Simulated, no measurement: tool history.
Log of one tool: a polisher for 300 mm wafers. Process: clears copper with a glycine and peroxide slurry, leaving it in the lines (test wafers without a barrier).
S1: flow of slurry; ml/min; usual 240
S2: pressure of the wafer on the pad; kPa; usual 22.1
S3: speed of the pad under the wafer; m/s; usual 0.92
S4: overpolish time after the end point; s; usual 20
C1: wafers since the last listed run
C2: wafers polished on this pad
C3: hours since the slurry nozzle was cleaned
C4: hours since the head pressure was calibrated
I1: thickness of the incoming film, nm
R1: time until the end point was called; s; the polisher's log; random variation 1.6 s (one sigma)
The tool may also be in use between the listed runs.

run 1 hour=0 | S1=240 S2=22.1 S3=0.92 S4=20 | C1=0 C2=329 C3=317.8 C4=261.1 | I1=775.3 | R1=143.4
run 2 hour=41.3 | S1=240 S2=22.1 S3=0.92 S4=20 | C1=331 C2=661 C3=359.1 C4=302.4 | I1=765.8 | R1=143.4
-- hour=43.4 slurry nozzle cleaned
run 3 hour=74.9 | S1=240 S2=22.1 S3=0.92 S4=20 | C1=261 C2=922 C3=31.5 C4=336 | I1=768.4 | R1=148.2
run 4 hour=133 | S1=240 S2=22.1 S3=0.92 S4=20 | C1=466 C2=1389 C3=89.6 C4=394.1 | I1=780.6 | R1=153.7
-- hour=145.8 worn pad replaced by a new one
run 5 hour=170 | S1=240 S2=22.1 S3=0.92 S4=20 | C1=265 C2=194 C3=126.6 C4=431.1 | I1=770.6 | R1=144.1
run 6 hour=237.4 | S1=240 S2=22.1 S3=0.92 S4=20 | C1=541 C2=735 C3=194 C4=498.5 | I1=763.2 | R1=144.9
run 7 hour=270.6 | S1=240 S2=22.1 S3=1.16 S4=20 | C1=266 C2=1002 C3=227.2 C4=531.7 | I1=764.5 | R1=122.6
run 8 hour=304.1 | S1=240 S2=22.1 S3=1.16 S4=20 | C1=269 C2=1271 C3=260.7 C4=565.2 | I1=769.4 | R1=125.5
run 9 hour=350.3 | S1=240 S2=22.1 S3=1.16 S4=20 | C1=371 C2=1642 C3=306.9 C4=611.4 | I1=767.6 | R1=127.4
-- hour=372.5 worn pad replaced by a new one
-- hour=375.7 slurry nozzle cleaned
run 10 hour=408.3 | S1=240 S2=22.1 S3=1.02 S4=20 | C1=425 C2=279 C3=32.6 C4=669.4 | I1=760 | R1=133.8
run 11 hour=440.3 | S1=240 S2=22.1 S3=1.02 S4=20 | C1=256 C2=536 C3=64.6 C4=701.4 | I1=769 | R1=135.7
run 12 hour=479.1 | S1=240 S2=22.1 S3=1.02 S4=20 | C1=311 C2=848 C3=103.4 C4=740.2 | I1=784.4 | R1=142.1
run 13 hour=515 | S1=210 S2=18.6 S3=0.72 S4=31 | C1=288 C2=1136 C3=139.3 C4=776.1 | I1=777.4 | R1=215.6
-- hour=545.7 head pressure recalibrated
-- hour=559.4 worn pad replaced by a new one
run 14 hour=559.8 | S1=240 S2=19.3 S3=0.8 S4=31 | C1=311 C2=3 C3=184.1 C4=14.1 | I1=761.4 | R1=174.1
run 15 hour=604.6 | S1=185 S2=22.1 S3=0.92 S4=14 | C1=359 C2=362 C3=228.9 C4=58.9 | I1=779.6 | R1=153.6
run 16 hour=661.5 | S1=165 S2=19.3 S3=0.92 S4=12 | C1=456 C2=819 C3=285.8 C4=115.8 | I1=768.4 | R1=170.2
-- hour=685.4 slurry nozzle cleaned
run 17 hour=728.1 | S1=240 S2=22.1 S3=0.92 S4=20 | C1=526 C2=1346 C3=42.7 C4=182.4 | I1=775.8 | R1=151.5
-- hour=765.6 worn pad replaced by a new one
run 18 hour=776.5 | S1=240 S2=26.2 S3=1.14 S4=31 | C1=356 C2=87 C3=91.1 C4=230.8 | I1=770 | R1=104.7
run 19 hour=814 | S1=240 S2=16.5 S3=0.92 S4=20 | C1=301 C2=388 C3=128.6 C4=268.3 | I1=770.3 | R1=181.7
run 20 hour=843.5 | S1=240 S2=22.1 S3=0.92 S4=20 | C1=236 C2=625 C3=158.1 C4=297.8 | I1=770.3 | R1=146.6
run 21 hour=890 | S1=240 S2=29 S3=0.92 S4=10 | C1=373 C2=999 C3=204.6 C4=344.3 | I1=777.7 | R1=119.8
run 22 hour=930.5 | S1=190 S2=26.2 S3=1.04 S4=24 | C1=325 C2=1324 C3=245.1 C4=384.8 | I1=753.8 | R1=118.7
run 23 hour=977.5 | S1=205 S2=22.1 S3=0.92 S4=30 | C1=377 C2=1701 C3=292.1 C4=431.8 | I1=767.4 | R1=163.2

Forecast run 24:
-- hour=1001.9 slurry nozzle cleaned
-- hour=1004.4 worn pad replaced by a new one
run 24 hour=1035.2 | S1=315 S2=22.1 S3=0.92 S4=20 | C1=435 C2=247 C3=33.3 C4=489.5 | I1=755 | R1=?

{"run 24": {"R1": 137.8}}
Without the tool's hidden state the same run would have given R1 135.4 s.
